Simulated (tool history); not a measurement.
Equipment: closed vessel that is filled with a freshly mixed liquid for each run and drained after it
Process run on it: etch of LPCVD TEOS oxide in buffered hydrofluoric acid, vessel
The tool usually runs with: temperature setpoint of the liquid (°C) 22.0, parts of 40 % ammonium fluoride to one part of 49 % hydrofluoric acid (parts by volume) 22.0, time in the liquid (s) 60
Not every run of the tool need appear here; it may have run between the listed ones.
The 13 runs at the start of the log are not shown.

run    hour  temperature setpoint of the liquid (°C)  parts of 40 % ammonium fluoride to one part of 49 % hydrofluoric acid (parts by volume)  time in the liquid (s)  wafers since the last listed run  hours since the thermometer was replaced  hours since the hydrofluoric acid flow meter was replaced  hours since the gauge calibration  read-back film thickness of the LPCVD TEOS oxide reference wafer, read on the same gauge (nm)  thickness taken off the LPCVD TEOS oxide on a monitor wafer (angstrom)
 14  1202.2                                     22.0                                                                                     22.0                      60                              2415                                     597.4                                                      489.5                             3421.4                                                                                          29.99                                                                   482.3
     1241.4  -- gauge calibrated
 15  1248.3                                     22.0                                                                                     22.0                      60                              2869                                     643.5                                                      535.6                                6.9                                                                                          29.99                                                                   477.3
 16  1543.5                                     17.5                                                                                     13.0                      60                             18375                                     938.7                                                      830.8                              302.1                                                                                          30.01                                                                   603.0
     1575.4  -- thermometer replaced
 17  1625.9                                     22.0                                                                                     22.0                      60                              5066                                      50.5                                                      913.2                              384.5                                                                                          30.02                                                                   482.8
 18  1721.2                                     22.0                                                                                     22.0                      75                              5932                                     145.8                                                     1008.5                              479.8                                                                                          29.99                                                                   600.3
 19  1767.7                                     25.5                                                                                     26.0                      60                              2894                                     192.3                                                     1055.0                              526.3                                                                                          30.01                                                                   514.1
 20  1818.2                                     17.0                                                                                     16.5                      35                              3143                                     242.8                                                     1105.5                              576.8                                                                                          30.01                                                                   267.5
 21  1881.0                                     22.0                                                                                     14.0                      60                              3909                                     305.6                                                     1168.3                              639.6                                                                                          30.00                                                                   720.3
 22  1933.6                                     27.0                                                                                     18.0                      45                              3274                                     358.2                                                     1220.9                              692.2                                                                                          30.01                                                                   549.9
 23  1973.2                                     22.0                                                                                     22.0                      60                              2465                                     397.8                                                     1260.5                              731.8                                                                                          30.01                                                                   478.8
 24  2064.4                                     22.0                                                                                     22.0                      90                              5676                                     489.0                                                     1351.7                              823.0                                                                                          30.00                                                                   717.4
 25  2131.0                                     22.0                                                                                     22.0                      60                              4145                                     555.6                                                     1418.3                              889.6                                                                                          29.97                                                                   481.0
 26  2219.9                                     23.5                                                                                     29.0                      95                              5533                                     644.5                                                     1507.2                              978.5                                                                                          30.00                                                                   677.0
 27  2276.7                                     25.0                                                                                     18.0                      60                              3535                                     701.3                                                     1564.0                             1035.3                                                                                          30.02                                                                   657.1
     2376.8  -- hydrofluoric acid flow meter replaced
 28  2492.4                                     22.0                                                                                     22.0                      60                             13364                                     917.0                                                      115.6                             1251.0                                                                                          30.00                                                                   490.0
 29  2591.8                                     22.0                                                                                     22.0                      60                              6187                                    1016.4                                                      215.0                             1350.4                                                                                          30.01                                                                   486.3
 30  2680.4                                     22.0                                                                                     22.0                      60                              5515                                    1105.0                                                      303.6                             1439.0                                                                                          29.99                                                                   483.5
     2723.8  -- thermometer replaced
 31  2760.6                                     23.5                                                                                     29.0                      95                              4930                                      36.8                                                      383.8                             1519.2                                                                                          30.00                                                                   689.8
 32  2804.9                                     27.0                                                                                     22.0                      35                              2757                                      81.1                                                      428.1                             1563.5                                                                                          30.02                                                                   366.9

Forecast run 33:
 33  2872.2                                     22.0                                                                                     30.0                      75                              4189                                     148.4                                                      495.4                             1630.8                                                                                              ?                                                                       ?

read-back film thickness of the LPCVD TEOS oxide reference wafer, read on the same gauge (nm): 30.03
thickness taken off the LPCVD TEOS oxide on a monitor wafer (angstrom): 483.4
Had the tool carried no hidden state, the very same run would have given thickness taken off the LPCVD TEOS oxide on a monitor wafer (angstrom) 488.4.
